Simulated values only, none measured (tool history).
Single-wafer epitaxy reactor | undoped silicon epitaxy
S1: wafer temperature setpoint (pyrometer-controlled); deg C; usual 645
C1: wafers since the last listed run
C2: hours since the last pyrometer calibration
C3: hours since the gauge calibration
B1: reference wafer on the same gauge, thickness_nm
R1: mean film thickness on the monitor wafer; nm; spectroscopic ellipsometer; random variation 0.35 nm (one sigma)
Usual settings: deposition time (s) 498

Run 1, hour 0: usual settings; C1 0; C2 2082.2; C3 586.4; B1 84.421. Result: R1 77.162 nm.
Run 2, hour 80.7: usual settings; C1 260; C2 2162.9; C3 667.1; B1 84.734. Result: R1 77.672 nm.
Run 3, hour 139.2: usual settings but S1 654 deg C; C1 188; C2 2221.4; C3 725.6; B1 84.361. Result: R1 92.079 nm.
Run 4, hour 245.2: usual settings but S1 650 deg C; C1 342; C2 2327.4; C3 831.6; B1 84.585. Result: R1 84.96 nm.
Run 5, hour 297.2: usual settings but S1 650 deg C; C1 167; C2 2379.4; C3 883.6; B1 84.457. Result: R1 85.677 nm.
Run 6, hour 363.9: usual settings but S1 650 deg C; C1 215; C2 2446.1; C3 950.3; B1 84.751. Result: R1 86.496 nm.
Run 7, hour 408.9: usual settings; C1 145; C2 2491.1; C3 995.3; B1 84.516. Result: R1 77.925 nm.
Run 8, hour 450: usual settings; C1 132; C2 2532.2; C3 1036.4; B1 84.576. Result: R1 78.048 nm.
At hour 499: pyrometer calibrated.
Run 9, hour 499.5: usual settings; C1 133; C2 0.5; C3 1085.9; B1 84.544. Result: R1 72.944 nm.
Run 10, hour 539.8: usual settings; C1 130; C2 40.8; C3 1126.2; B1 84.72. Result: R1 72.892 nm.
Run 11, hour 633.1: usual settings; C1 301; C2 134.1; C3 1219.5; B1 84.579. Result: R1 73.319 nm.
Run 12, hour 702.2: usual settings but deposition time (s) 427; C1 223; C2 203.2; C3 1288.6; B1 84.464. Result: R1 63.056 nm.
Run 13, hour 780.5: usual settings; C1 252; C2 281.5; C3 1366.9; B1 84.375. Result: R1 72.818 nm.
Run 14, hour 864.5: usual settings but S1 649 deg C, deposition time (s) 554; C1 271; C2 365.5; C3 1450.9; B1 84.592. Result: R1 88.274 nm.

Forecast run 15:
At hour 901.2: gauge calibrated.
Run 15, hour 912.4: usual settings but S1 636 deg C, deposition time (s) 568; C1 154; C2 413.4; C3 11.2; B1 ?. Result: R1 ?.

B1: 84.475
R1: 70.389 nm
Without the tool's hidden state the same run would have given R1 68.429 nm.

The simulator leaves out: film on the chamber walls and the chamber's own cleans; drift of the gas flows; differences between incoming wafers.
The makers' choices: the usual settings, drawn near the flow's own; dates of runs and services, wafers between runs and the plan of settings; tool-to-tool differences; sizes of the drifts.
